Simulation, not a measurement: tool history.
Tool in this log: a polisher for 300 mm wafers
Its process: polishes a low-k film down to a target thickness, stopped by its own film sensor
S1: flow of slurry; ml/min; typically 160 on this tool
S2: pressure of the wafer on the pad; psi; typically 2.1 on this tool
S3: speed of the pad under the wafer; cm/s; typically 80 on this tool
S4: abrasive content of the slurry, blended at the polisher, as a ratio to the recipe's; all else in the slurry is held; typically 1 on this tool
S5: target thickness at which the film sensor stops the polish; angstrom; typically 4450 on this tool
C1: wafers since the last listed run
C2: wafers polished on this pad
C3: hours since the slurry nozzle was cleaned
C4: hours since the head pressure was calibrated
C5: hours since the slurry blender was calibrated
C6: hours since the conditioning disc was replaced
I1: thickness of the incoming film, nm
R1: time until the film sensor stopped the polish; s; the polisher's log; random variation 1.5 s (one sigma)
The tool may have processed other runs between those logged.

| run | day | S1 | S2 | S3 | S4 | S5 | C1 | C2 | C3 | C4 | C5 | C6 | I1 | R1 |
|---|---|---|---|---|---|---|---|---|---|---|---|---|---|---|
| 1 | 0 | 160 | 2.1 | 80 | 1 | 4450 | 0 | 1204 | 558.2 | 213.2 | 321.2 | 320.6 | 497.6 | 143.6 |
| 2 | 4.188 | 160 | 2.1 | 80 | 1 | 4450 | 686 | 1890 | 658.7 | 313.7 | 421.7 | 421.1 | 506.4 | 172.7 |
|  | 4.871 | slurry nozzle cleaned |
| 3 | 7.358 | 160 | 2.1 | 80 | 1 | 4450 | 512 | 2403 | 59.7 | 389.8 | 497.8 | 497.2 | 501.8 | 161 |
| 4 | 9.138 | 160 | 2.1 | 80 | 1 | 4450 | 291 | 2695 | 102.4 | 432.5 | 540.5 | 539.9 | 498.8 | 155 |
|  | 13.571 | slurry blender recalibrated |
| 5 | 13.592 | 160 | 2.1 | 80 | 1 | 4450 | 716 | 3412 | 209.3 | 539.4 | 0.5 | 646.8 | 493.7 | 129.3 |
| 6 | 16.946 | 160 | 2.1 | 80 | 1 | 4450 | 549 | 3962 | 289.8 | 619.9 | 81 | 727.3 | 502.7 | 151.2 |
|  | 17.05 | conditioning disc replaced and pad reconditioned |
|  | 18.525 | worn pad replaced by a new one |
| 7 | 18.95 | 160 | 2.1 | 80 | 1.1 | 4450 | 287 | 69 | 337.9 | 668 | 129.1 | 45.6 | 507.9 | 165.3 |
| 8 | 22.254 | 110 | 2.7 | 80 | 1.2 | 4450 | 541 | 611 | 417.2 | 747.3 | 208.4 | 124.9 | 498.8 | 118.2 |
| 9 | 25.467 | 180 | 1.7 | 62 | 1 | 4450 | 526 | 1137 | 494.3 | 824.4 | 285.5 | 202 | 492.7 | 192 |
|  | 30.171 | head pressure recalibrated |
|  | 33.062 | slurry nozzle cleaned |
| 10 | 36.933 | 160 | 2.1 | 80 | 1 | 4450 | 1859 | 2997 | 92.9 | 162.3 | 560.7 | 477.2 | 491.2 | 136.4 |
| 11 | 39.092 | 160 | 2.1 | 80 | 1 | 4450 | 353 | 3351 | 144.7 | 214.1 | 612.5 | 529 | 498.9 | 158.7 |
|  | 39.454 | slurry blender recalibrated |
| 12 | 40.758 | 160 | 2.1 | 98 | 1 | 4530 | 259 | 3610 | 184.7 | 254.1 | 31.3 | 569 | 494.4 | 93.5 |
| 13 | 43.612 | 160 | 2.1 | 60 | 1 | 4450 | 467 | 4078 | 253.2 | 322.6 | 99.8 | 637.5 | 504.4 | 199.6 |
|  | 44.438 | conditioning disc replaced and pad reconditioned |
|  | 45.858 | worn pad replaced by a new one |
| 14 | 48.033 | 160 | 2.1 | 98 | 1 | 4400 | 683 | 356 | 359.3 | 428.7 | 205.9 | 86.3 | 501.4 | 141.6 |
| 15 | 50.2 | 135 | 2.1 | 80 | 1 | 4390 | 355 | 711 | 411.3 | 480.7 | 257.9 | 138.3 | 498.6 | 167 |
| 16 | 53.554 | 160 | 2.1 | 80 | 1 | 4450 | 549 | 1261 | 491.8 | 561.2 | 338.4 | 218.8 | 502 | 158.6 |
| 17 | 56.546 | 160 | 2.1 | 80 | 1 | 4450 | 490 | 1752 | 563.6 | 633 | 410.2 | 290.6 | 498.1 | 148.7 |
| 18 | 59.921 | 135 | 2.1 | 80 | 0.75 | 4450 | 553 | 2305 | 644.6 | 714 | 491.2 | 371.6 | 489.6 | 146.2 |
| 19 | 61.675 | 160 | 2.4 | 80 | 0.85 | 4450 | 287 | 2592 | 686.7 | 756.1 | 533.3 | 413.7 | 501.3 | 153.3 |
|  | 63.871 | head pressure recalibrated |
|  | 64.762 | slurry nozzle cleaned |
|  | 66.612 | slurry blender recalibrated |
| 20 | 66.858 | 210 | 2.1 | 80 | 1 | 4450 | 815 | 3408 | 50.3 | 71.7 | 5.9 | 538.1 | 497.3 | 133.8 |
| 21 | 69.979 | 160 | 2.1 | 80 | 1.1 | 4450 | 511 | 3920 | 125.2 | 146.6 | 80.8 | 613 | 504.5 | 155.3 |
| 22 | 72.925 | 160 | 2.1 | 64 | 1.2 | 4510 | 482 | 4403 | 195.9 | 217.3 | 151.5 | 683.7 | 506.4 | 164.6 |
|  | 73.462 | conditioning disc replaced and pad reconditioned |
|  | 75.079 | worn pad replaced by a new one |
| 23 | 76.929 | 135 | 1.6 | 80 | 1 | 4450 | 615 | 302 | 292 | 313.4 | 247.6 | 83.2 | 507.1 | 225.1 |
| 24 | 80.25 | 110 | 2.6 | 80 | 1 | 4560 | 544 | 847 | 371.7 | 393.1 | 327.3 | 162.9 | 504.5 | 115.6 |
| 25 | 82.971 | 185 | 2.3 | 90 | 0.7 | 4450 | 446 | 1293 | 437 | 458.4 | 392.6 | 228.2 | 499.8 | 143.8 |
| 26 | 85.292 | 160 | 2.1 | 80 | 1 | 4450 | 380 | 1673 | 492.7 | 514.1 | 448.3 | 283.9 | 494.5 | 141.9 |

What would each run have given without the hidden state, its run-to-run variation left as it was?
The tool's hidden condition here consists of: removal rate lost through wear of the pad, %; slurry flow missing at the pad, %; deviation of the head's pressure from its setpoint, %; abrasive missing from the slurry, %; time polished since the conditioner stopped cutting, s.
| run | R1 |
|---|---|
| 1 | 136.4 |
| 2 | 161.3 |
| 3 | 148.4 |
| 4 | 141.8 |
| 5 | 127.5 |
| 6 | 147.2 |
| 7 | 160 |
| 8 | 113.1 |
| 9 | 180.9 |
| 10 | 122.2 |
| 11 | 140.8 |
| 12 | 92.3 |
| 13 | 195 |
| 14 | 136.1 |
| 15 | 159.2 |
| 16 | 149.2 |
| 17 | 138.2 |
| 18 | 132.7 |
| 19 | 138.5 |
| 20 | 132.4 |
| 21 | 152.2 |
| 22 | 159.9 |
| 23 | 214.8 |
| 24 | 108.9 |
| 25 | 132.8 |
| 26 | 130.8 |

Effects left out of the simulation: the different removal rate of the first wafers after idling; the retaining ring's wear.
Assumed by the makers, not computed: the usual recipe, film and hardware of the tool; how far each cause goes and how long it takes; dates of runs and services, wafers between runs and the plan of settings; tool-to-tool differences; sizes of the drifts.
